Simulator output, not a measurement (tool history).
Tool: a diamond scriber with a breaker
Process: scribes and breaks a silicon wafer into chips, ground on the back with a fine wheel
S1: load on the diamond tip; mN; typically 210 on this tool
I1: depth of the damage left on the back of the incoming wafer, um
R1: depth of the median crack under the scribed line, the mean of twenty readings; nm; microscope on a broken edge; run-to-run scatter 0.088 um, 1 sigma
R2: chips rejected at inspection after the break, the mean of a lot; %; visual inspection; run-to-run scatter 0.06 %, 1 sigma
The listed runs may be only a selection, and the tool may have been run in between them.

Run 1, day 0.000: usual settings; I1 1.54. Result: R1 12750 nm, R2 0.91 %.
Run 2, day 0.333: usual settings; I1 1.96. Result: R1 12730 nm, R2 1.18 %.
Run 3, day 1.021: usual settings; I1 1.51. Result: R1 12740 nm, R2 0.90 %.
Run 4, day 1.583: usual settings but S1 185 mN; I1 1.90. Result: R1 11960 nm, R2 0.93 %.
Run 5, day 2.254: usual settings but S1 185 mN; I1 2.62. Result: R1 11700 nm, R2 1.43 %.
Run 6, day 2.679: usual settings but S1 193 mN; I1 2.45. Result: R1 12110 nm, R2 1.30 %.
Run 7, day 3.125: usual settings but S1 193 mN; I1 1.63. Result: R1 12100 nm, R2 0.75 %.
Run 8, day 3.658: usual settings but S1 193 mN; I1 2.41. Result: R1 12070 nm, R2 1.29 %.
Run 9, day 3.946: usual settings; I1 2.71. Result: R1 12650 nm, R2 1.58 %.
Run 10, day 4.450: usual settings; I1 2.94. Result: R1 12660 nm, R2 1.86 %.
Run 11, day 4.988: usual settings; I1 2.69. Result: R1 12560 nm, R2 1.60 %.
Run 12, day 5.712: usual settings; I1 1.85. Result: R1 12570 nm, R2 0.92 %.
Run 13, day 6.400: usual settings but S1 196 mN; I1 2.96. Result: R1 12070 nm, R2 1.82 %.
Run 14, day 6.992: usual settings but S1 174 mN; I1 1.94. Result: R1 11350 nm, R2 1.16 %.
Run 15, day 7.300: usual settings but S1 170 mN; I1 1.93. Result: R1 11240 nm, R2 1.53 %.
Run 16, day 7.792: usual settings but S1 177 mN; I1 2.54. Result: R1 11430 nm, R2 1.70 %.
Run 17, day 8.204: usual settings but S1 171 mN; I1 2.44. Result: R1 11200 nm, R2 2.19 %.
Run 18, day 8.912: usual settings; I1 2.35. Result: R1 12630 nm, R2 1.35 %.
Run 19, day 9.258: usual settings; I1 2.75. Result: R1 12320 nm, R2 1.58 %.
At day 9.667: load on the tip recalibrated.
Run 20, day 9.946: usual settings but S1 256 mN; I1 2.18. Result: R1 12750 nm, R2 1.27 %.
At day 10.454: diamond tip replaced by a new one.
Run 21, day 10.692: usual settings but S1 163 mN; I1 2.02. Result: R1 10720 nm, R2 2.39 %.
Run 22, day 11.125: usual settings but S1 229 mN; I1 2.25. Result: R1 12770 nm, R2 1.39 %.
Run 23, day 11.779: usual settings but S1 179 mN; I1 1.89. Result: R1 11330 nm, R2 1.35 %.

What does the tool deliver on the next run?
Run 24, day 12.317: usual settings but S1 259 mN; I1 2.90. Result: R1 ?, R2 ?.

Run 24 yielded R1 13820 nm, R2 3.06 %.
Minus the tool's unlogged condition, the same run would have read R1 13590 nm, R2 2.70 %.
